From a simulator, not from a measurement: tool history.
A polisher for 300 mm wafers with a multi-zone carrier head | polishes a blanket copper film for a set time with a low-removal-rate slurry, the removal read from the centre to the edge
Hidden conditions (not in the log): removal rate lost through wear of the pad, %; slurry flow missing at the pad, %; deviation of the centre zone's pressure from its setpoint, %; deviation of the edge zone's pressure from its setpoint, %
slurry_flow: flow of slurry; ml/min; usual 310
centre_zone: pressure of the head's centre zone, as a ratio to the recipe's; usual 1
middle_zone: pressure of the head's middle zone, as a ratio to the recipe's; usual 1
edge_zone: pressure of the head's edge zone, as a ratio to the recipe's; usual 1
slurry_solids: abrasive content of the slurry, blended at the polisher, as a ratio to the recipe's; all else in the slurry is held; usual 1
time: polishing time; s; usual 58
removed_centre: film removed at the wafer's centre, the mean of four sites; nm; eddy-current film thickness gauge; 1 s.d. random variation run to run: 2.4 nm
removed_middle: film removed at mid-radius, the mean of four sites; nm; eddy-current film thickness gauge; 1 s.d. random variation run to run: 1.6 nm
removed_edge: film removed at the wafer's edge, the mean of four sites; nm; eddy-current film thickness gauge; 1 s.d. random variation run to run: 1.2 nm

run,hour,slurry_flow,centre_zone,middle_zone,edge_zone,slurry_solids,time,wafers since the last listed run,wafers polished on this pad,hours since the slurry nozzle was cleaned,hours since the centre zone pressure was calibrated,hours since the edge zone pressure was calibrated,hours since the carrier head's membrane was replaced,"incoming thickness of the incoming film, nm",removed_centre,removed_middle,removed_edge
1,0,310,1,1,1,1,58,0,396,410.7,949.4,1155.7,39,1582.8,190.5,198.4,197
2,13.5,270,1,1,1,1,58,155,551,424.2,962.9,1169.2,52.5,1564.9,185.3,195.6,192.6
3,27.1,310,1,1,1,1,58,156,707,437.8,976.5,1182.8,66.1,1552.1,187.3,197.9,196.7
4,43.7,310,1,1,0.93,1,58,190,898,454.4,993.1,1199.4,82.7,1581.3,194.3,193.6,188.3
# hour 49.4: worn pad replaced by a new one
5,60,310,1,1.1,1.04,0.75,58,141,122,470.7,1009.4,1215.7,99,1577.3,180.3,200.6,187.5
6,72.2,310,1,1,1,1,58,140,262,482.9,1021.6,1227.9,111.2,1549.3,190.6,194.7,191.8
7,83.4,255,1.03,0.91,1.06,1,58,128,390,494.1,1032.8,1239.1,122.4,1578,185.1,175.4,194.2
# hour 96.7: slurry nozzle cleaned
8,99.3,310,1,1,1,1,73,171,562,2.6,1048.7,1255,138.3,1585.4,256.6,266.5,256.3
9,107.1,310,1,1,1,1,58,89,651,10.4,1056.5,1262.8,146.1,1568.7,205,208.6,202.8
10,115.6,310,1,1.07,1,1,69,97,749,18.9,1065,1271.3,154.6,1568.7,246.1,261.7,239.1
11,123.3,310,1,1,1,1.15,63,88,837,26.6,1072.7,1279,162.3,1587.7,230.7,232.5,227.7
# hour 136.5: worn pad replaced by a new one
12,137.5,310,1,1.03,1,1,49,117,11,40.8,1086.9,1293.2,176.5,1592.8,168.7,182.1,172.4
# hour 146.9: centre zone pressure recalibrated
# hour 147.3: edge zone pressure recalibrated
13,147.8,310,0.88,1,1,1,58,90,102,51.1,0.9,0.5,186.8,1604.2,175.9,208.1,202
14,154.9,350,1,1,1,0.75,45,81,183,58.2,8,7.6,193.9,1565.9,148.9,152.7,151.2
15,171,310,1,1,1,1,58,185,368,74.3,24.1,23.7,210,1569.8,198.8,206.4,201.2
16,180.4,310,1,1,1,1,58,108,476,83.7,33.5,33.1,219.4,1586.8,201.3,205,203.2
17,195.9,370,1,0.91,1,1,58,178,654,99.2,49,48.6,234.9,1590.4,205,195.5,204.8
18,202.1,225,0.94,1,1,0.85,58,71,726,105.4,55.2,54.8,241.1,1545.3,176.4,190.5,190.7
19,218.4,310,1,1.04,1.09,1,58,187,913,121.7,71.5,71.1,257.4,1576.9,203.5,218.4,210.9
20,229.6,245,1,1,1,1,58,128,1042,132.9,82.7,82.3,268.6,1593.3,194.6,202.8,197.3
# hour 239.5: worn pad replaced by a new one
21,246.4,310,1,0.91,1,1.1,58,147,79,149.7,99.5,99.1,285.4,1582.9,209.4,196,206.7
22,259.6,225,1,1,1.09,1.3,58,151,230,162.9,112.7,112.3,298.6,1565.8,203.1,210.5,215

How the hidden state differs across the entries between the runs, from the last listed run before each to the first after it:
From run 4 to run 5: worn pad replaced by a new one (hour 49.4)
  slurry flow missing at the pad, %: 32.7 -> 34.7
  what was measured, less what the result would be without the hidden state, removed_centre: -11.7 -> -12 nm; removed_middle: -10.4 -> -12 nm; removed_edge: -7.6 -> -8.4 nm
From run 7 to run 8: slurry nozzle cleaned (hour 96.7)
  slurry flow missing at the pad, %: 37.7 -> 1.42
  what was measured, less what the result would be without the hidden state, removed_centre: -17.8 -> -0.5 nm; removed_middle: -15 -> -0.4 nm; removed_edge: -12.1 -> -0.3 nm
From run 11 to run 12: worn pad replaced by a new one (hour 136.5)
  slurry flow missing at the pad, %: 1.51 -> 1.64
  what was measured, less what the result would be without the hidden state, removed_centre: -0.4 -> -0.3 nm; removed_middle: -0.3 -> -0.3 nm; removed_edge: -0.2 -> -0.2 nm
From run 12 to run 13: centre zone pressure recalibrated (hour 146.9); edge zone pressure recalibrated (hour 147.3)
  slurry flow missing at the pad, %: 1.64 -> 1.77
  what was measured, less what the result would be without the hidden state, removed_centre: -0.3 -> -0.3 nm; removed_middle: -0.3 -> -0.4 nm; removed_edge: -0.2 -> -0.3 nm
From run 20 to run 21: worn pad replaced by a new one (hour 239.5)
  slurry flow missing at the pad, %: 3.78 -> 4.42
  what was measured, less what the result would be without the hidden state, removed_centre: -1.1 -> -1.2 nm; removed_middle: -1.1 -> -0.9 nm; removed_edge: -0.8 -> -0.7 nm
